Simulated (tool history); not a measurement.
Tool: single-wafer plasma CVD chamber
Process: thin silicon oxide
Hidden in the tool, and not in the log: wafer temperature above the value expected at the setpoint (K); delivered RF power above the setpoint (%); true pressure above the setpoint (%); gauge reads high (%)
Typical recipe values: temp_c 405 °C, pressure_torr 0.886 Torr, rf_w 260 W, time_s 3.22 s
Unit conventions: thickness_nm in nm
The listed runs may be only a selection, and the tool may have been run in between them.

run   hour  temp_c  pressure_torr  rf_w  time_s  wafers since the last listed run  hours since the last thermocouple change  hours since the last RF generator calibration  hours since the last manometer calibration  hours since the showerhead was replaced  hours since the gauge calibration  read-back reference wafer on the same gauge, thickness_nm  thickness_nm
  1    0.0     395          0.886   260    3.22                                 0                                    1855.0                                         1659.6                                      2708.2                                   3644.0                              143.8                                                      6.581         5.887
       0.1  -- gauge calibrated
  2    7.4     405          0.886   260    3.22                               376                                    1862.4                                         1667.0                                      2715.6                                   3651.4                                7.3                                                      6.579         5.855
  3   19.4     405          0.976   260    3.22                               609                                    1874.4                                         1679.0                                      2727.6                                   3663.4                               19.3                                                      6.580         6.290
  4   37.3     405          0.976   260    3.22                               909                                    1892.3                                         1696.9                                      2745.5                                   3681.3                               37.2                                                      6.579         6.304
  5   55.2     405          0.976   260    3.22                               909                                    1910.2                                         1714.8                                      2763.4                                   3699.2                               55.1                                                      6.580         6.290
      65.8  -- RF generator calibrated
  6   67.0     405          0.886   260    3.22                               193                                    1922.0                                            1.2                                      2775.2                                   3711.0                               66.9                                                      6.582         6.130
  7   73.1     405          0.886   260    3.22                               310                                    1928.1                                            7.3                                      2781.3                                   3717.1                               73.0                                                      6.579         6.129
  8   85.0     405          0.886   260    3.22                               604                                    1940.0                                           19.2                                      2793.2                                   3729.0                               84.9                                                      6.580         6.143
  9   92.3     405          0.886   285    3.22                               371                                    1947.3                                           26.5                                      2800.5                                   3736.3                               92.2                                                      6.579         6.407
 10  102.8     414          0.886   260    3.22                               533                                    1957.8                                           37.0                                      2811.0                                   3746.8                              102.7                                                      6.580         6.071
     116.2  -- showerhead replaced
 11  120.1     414          0.886   260    3.22                               472                                    1975.1                                           54.3                                      2828.3                                      3.9                              120.0                                                      6.580         6.059
     135.0  -- gauge calibrated
     135.9  -- thermocouple changed; heater temperature recalibrated
     141.5  -- capacitance manometer re-zeroed and calibrated
 12  142.0     405          0.886   245    2.76                               419                                       6.1                                           76.2                                         0.5                                     25.8                                7.0                                                      6.579         5.054
 13  144.2     405          0.734   260    2.81                               111                                       8.3                                           78.4                                         2.7                                     28.0                                9.2                                                      6.580         4.577
 14  176.2     405          0.886   260    3.22                              1626                                      40.3                                          110.4                                        34.7                                     60.0                               41.2                                                      6.580         6.077
 15  188.6     405          0.950   300    3.22                               630                                      52.7                                          122.8                                        47.1                                     72.4                               53.6                                                      6.579         6.888
 16  196.8     393          1.049   300    3.80                               416                                      60.9                                          131.0                                        55.3                                     80.6                               61.8                                                      6.580         8.749

Alternative continuations, all from the tool just after run 16; predict every row:
  A  197.2     405          0.886   260    3.72                                20                                      61.3                                          131.4                                        55.7                                     81.0                               62.2                                                          ?             ?
  B  197.2     409          0.886   210    3.53                                20                                      61.3                                          131.4                                        55.7                                     81.0                               62.2                                                          ?             ?
  C  197.2     405          0.822   260    3.22                                20                                      61.3                                          131.4                                        55.7                                     81.0                               62.2                                                          ?             ?
  D  197.2     405          0.886   260    2.65                                20                                      61.3                                          131.4                                        55.7                                     81.0                               62.2                                                          ?             ?
  E  197.2     405          0.826   260    3.62                                20                                      61.3                                          131.4                                        55.7                                     81.0                               62.2                                                          ?             ?

run  read-back reference wafer on the same gauge, thickness_nm  thickness_nm
  A                                                      6.579         7.000
  B                                                      6.579         5.842
  C                                                      6.579         5.731
  D                                                      6.579         4.989
  E                                                      6.579         6.465
Take away the tool's hidden state, keep each run's random variation, and the runs would have read:
run  thickness_nm
  A         7.078
  B         5.917
  C         5.795
  D         5.044
  E         6.537
